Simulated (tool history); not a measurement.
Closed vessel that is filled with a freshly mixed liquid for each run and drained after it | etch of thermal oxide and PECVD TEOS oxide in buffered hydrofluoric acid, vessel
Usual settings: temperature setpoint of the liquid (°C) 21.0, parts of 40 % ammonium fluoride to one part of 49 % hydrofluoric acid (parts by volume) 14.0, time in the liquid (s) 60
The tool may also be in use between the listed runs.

run	hour	temperature setpoint of the liquid (°C)	parts of 40 % ammonium fluoride to one part of 49 % hydrofluoric acid (parts by volume)	time in the liquid (s)	wafers since the last listed run	hours since the thermometer was replaced	hours since the hydrofluoric acid flow meter was replaced	hours since the gauge calibration	read-back film thickness of the thermal oxide reference wafer, read on the same gauge (nm)	read-back film thickness of the PECVD TEOS oxide reference wafer, read on the same gauge (nm)	thickness taken off the thermal oxide on a monitor wafer (angstrom)	thickness taken off the PECVD TEOS oxide on a monitor wafer (angstrom)
1	0.0	23.0	14.0	60	0	1672.6	1362.1	463.9	60.01	129.98	422.2	835.7
2	12.3	23.0	14.0	60	854	1684.9	1374.4	476.2	60.04	130.01	424.8	842.3
3	38.3	21.0	14.0	60	1806	1710.9	1400.4	502.2	59.98	130.01	388.7	747.5
4	51.2	21.0	14.0	60	896	1723.8	1413.3	515.1	60.00	130.02	381.7	741.3
5	66.8	21.0	14.0	60	1083	1739.4	1428.9	530.7	60.01	130.02	377.0	745.4
6	93.5	21.0	14.0	60	1854	1766.1	1455.6	557.4	59.99	129.97	385.3	747.6
7	125.1	21.0	14.0	60	2194	1797.7	1487.2	589.0	59.99	130.01	374.9	739.7
8	140.0	21.0	14.0	30	1034	1812.6	1502.1	603.9	59.98	130.01	189.5	369.0
9	165.8	21.0	14.0	60	1792	1838.4	1527.9	629.7	59.96	130.02	384.1	743.0
# hour 170.5: hydrofluoric acid flow meter replaced
10	188.2	19.5	14.0	60	1486	1860.8	17.7	652.1	60.00	130.01	347.4	679.6
11	211.8	21.0	14.0	60	1639	1884.4	41.3	675.7	59.98	129.98	376.0	741.1
# hour 244.7: gauge calibrated
12	304.4	23.5	18.0	45	6432	1977.0	133.9	59.7	59.98	129.98	252.5	498.5
13	338.8	21.0	14.0	60	2389	2011.4	168.3	94.1	59.99	129.99	377.1	731.0
14	365.6	21.0	14.0	60	1861	2038.2	195.1	120.9	60.00	130.02	374.3	738.5
15	379.3	17.5	16.5	40	951	2051.9	208.8	134.6	60.00	130.05	175.4	342.8
16	392.4	23.5	17.0	40	909	2065.0	221.9	147.7	60.01	130.04	235.4	463.2
17	424.3	21.0	14.0	30	2215	2096.9	253.8	179.6	60.00	129.96	188.9	366.6
18	436.9	19.5	19.5	75	875	2109.5	266.4	192.2	59.98	130.02	312.1	605.2
# hour 441.6: thermometer replaced
19	463.9	17.0	14.0	35	1806	22.3	293.4	219.2	60.02	130.01	191.0	372.9
20	495.9	21.0	14.0	30	2222	54.3	325.4	251.2	60.02	129.96	201.9	399.4
21	515.5	18.0	14.0	60	1361	73.9	345.0	270.8	60.00	129.95	349.1	670.5
22	547.5	19.0	9.5	45	2222	105.9	377.0	302.8	60.02	130.01	390.8	768.0
23	579.7	21.0	12.5	60	2236	138.1	409.2	335.0	59.99	130.04	454.7	892.0

What does the tool deliver on the next run?
24	614.7	23.5	16.5	35	2431	173.1	444.2	370.0	?	?	?	?

Run 24 came out at read-back film thickness of the thermal oxide reference wafer, read on the same gauge (nm) 59.99, read-back film thickness of the PECVD TEOS oxide reference wafer, read on the same gauge (nm) 129.93, thickness taken off the thermal oxide on a monitor wafer (angstrom) 232.3, thickness taken off the PECVD TEOS oxide on a monitor wafer (angstrom) 452.3.
With the hidden condition absent and the run-to-run variation left alone, this run would have shown thickness taken off the thermal oxide on a monitor wafer (angstrom) 235.1, thickness taken off the PECVD TEOS oxide on a monitor wafer (angstrom) 457.8.
